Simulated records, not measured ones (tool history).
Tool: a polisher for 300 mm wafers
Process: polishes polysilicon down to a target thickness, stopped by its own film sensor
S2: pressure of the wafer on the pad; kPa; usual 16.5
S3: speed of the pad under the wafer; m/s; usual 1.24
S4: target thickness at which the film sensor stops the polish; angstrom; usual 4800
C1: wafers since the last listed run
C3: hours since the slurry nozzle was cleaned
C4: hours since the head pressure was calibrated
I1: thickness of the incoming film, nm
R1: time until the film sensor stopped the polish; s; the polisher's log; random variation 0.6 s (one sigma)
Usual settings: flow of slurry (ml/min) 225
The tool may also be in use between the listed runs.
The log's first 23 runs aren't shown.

Run 24, hour 1206.1: usual settings but flow of slurry (ml/min) 260, S3 1.36 m/s; C1 507; wafers polished on this pad 1455; C3 276.0; C4 582.7; I1 1164.6. Result: R1 57.1 s.
Run 25, hour 1243.8: usual settings; C1 296; wafers polished on this pad 1752; C3 313.7; C4 620.4; I1 1186.0. Result: R1 64.3 s.
Run 26, hour 1307.4: usual settings but flow of slurry (ml/min) 205, S2 12.4 kPa; C1 500; wafers polished on this pad 2253; C3 377.3; C4 684.0; I1 1202.6. Result: R1 81.1 s.
Run 27, hour 1337.6: usual settings but flow of slurry (ml/min) 270, S3 1.10 m/s, S4 5750 angstrom; C1 237; wafers polished on this pad 2490; C3 407.5; C4 714.2; I1 1191.6. Result: R1 61.0 s.
Run 28, hour 1364.9: usual settings; C1 214; wafers polished on this pad 2705; C3 434.8; C4 741.5; I1 1198.0. Result: R1 69.3 s.
At hour 1380.6: worn pad replaced by a new one.
Run 29, hour 1397.2: usual settings; C1 222; wafers polished on this pad 130; C3 467.1; C4 773.8; I1 1186.9. Result: R1 63.0 s.
Run 30, hour 1448.7: usual settings but flow of slurry (ml/min) 165, S3 1.48 m/s, S4 6020 angstrom; C1 405; wafers polished on this pad 535; C3 518.6; C4 825.3; I1 1179.4. Result: R1 47.6 s.
Run 31, hour 1487.6: usual settings but flow of slurry (ml/min) 295, S2 13.8 kPa, S4 6490 angstrom; C1 306; wafers polished on this pad 841; C3 557.5; C4 864.2; I1 1180.9. Result: R1 52.0 s.
Run 32, hour 1546.5: usual settings but S2 21.4 kPa, S3 1.40 m/s; C1 463; wafers polished on this pad 1305; C3 616.4; C4 923.1; I1 1187.8. Result: R1 52.3 s.
Run 33, hour 1585.6: usual settings but S2 12.4 kPa; C1 307; wafers polished on this pad 1613; C3 655.5; C4 962.2; I1 1184.0. Result: R1 75.7 s.
Run 34, hour 1613.7: usual settings; C1 221; wafers polished on this pad 1834; C3 683.6; C4 990.3; I1 1189.9. Result: R1 65.7 s.
At hour 1667.5: head pressure recalibrated.
At hour 1689.2: slurry nozzle cleaned.
Run 35, hour 1690.7: usual settings but S4 3360 angstrom; C1 582; wafers polished on this pad 2416; C3 1.5; C4 23.2; I1 1163.0. Result: R1 78.2 s.
At hour 1732.4: worn pad replaced by a new one.
Run 36, hour 1752.2: usual settings; C1 452; wafers polished on this pad 155; C3 63.0; C4 84.7; I1 1192.4. Result: R1 62.3 s.

Forecast each of these 5 alternatives for the next run:
Run A, hour 1752.6: usual settings but S3 1.10 m/s; C1 3; wafers polished on this pad 158; C3 63.4; C4 85.1; I1 1170.4. Result: R1 ?.
Run B, hour 1752.6: usual settings but flow of slurry (ml/min) 305, S3 1.52 m/s; C1 3; wafers polished on this pad 158; C3 63.4; C4 85.1; I1 1170.4. Result: R1 ?.
Run C, hour 1752.6: usual settings but flow of slurry (ml/min) 200, S3 1.48 m/s, S4 6170 angstrom; C1 3; wafers polished on this pad 158; C3 63.4; C4 85.1; I1 1170.4. Result: R1 ?.
Run D, hour 1752.6: usual settings but S2 18.6 kPa, S4 3310 angstrom; C1 3; wafers polished on this pad 158; C3 63.4; C4 85.1; I1 1170.4. Result: R1 ?.
Run E, hour 1752.6: usual settings but flow of slurry (ml/min) 285; C1 3; wafers polished on this pad 158; C3 63.4; C4 85.1; I1 1170.4. Result: R1 ?.

run    R1
  A  64.0
  B  51.8
  C  43.7
  D  67.9
  E  58.8
Without the tool's hidden state the same runs would have given:
run    R1
  A  63.7
  B  51.5
  C  43.4
  D  67.5
  E  58.5
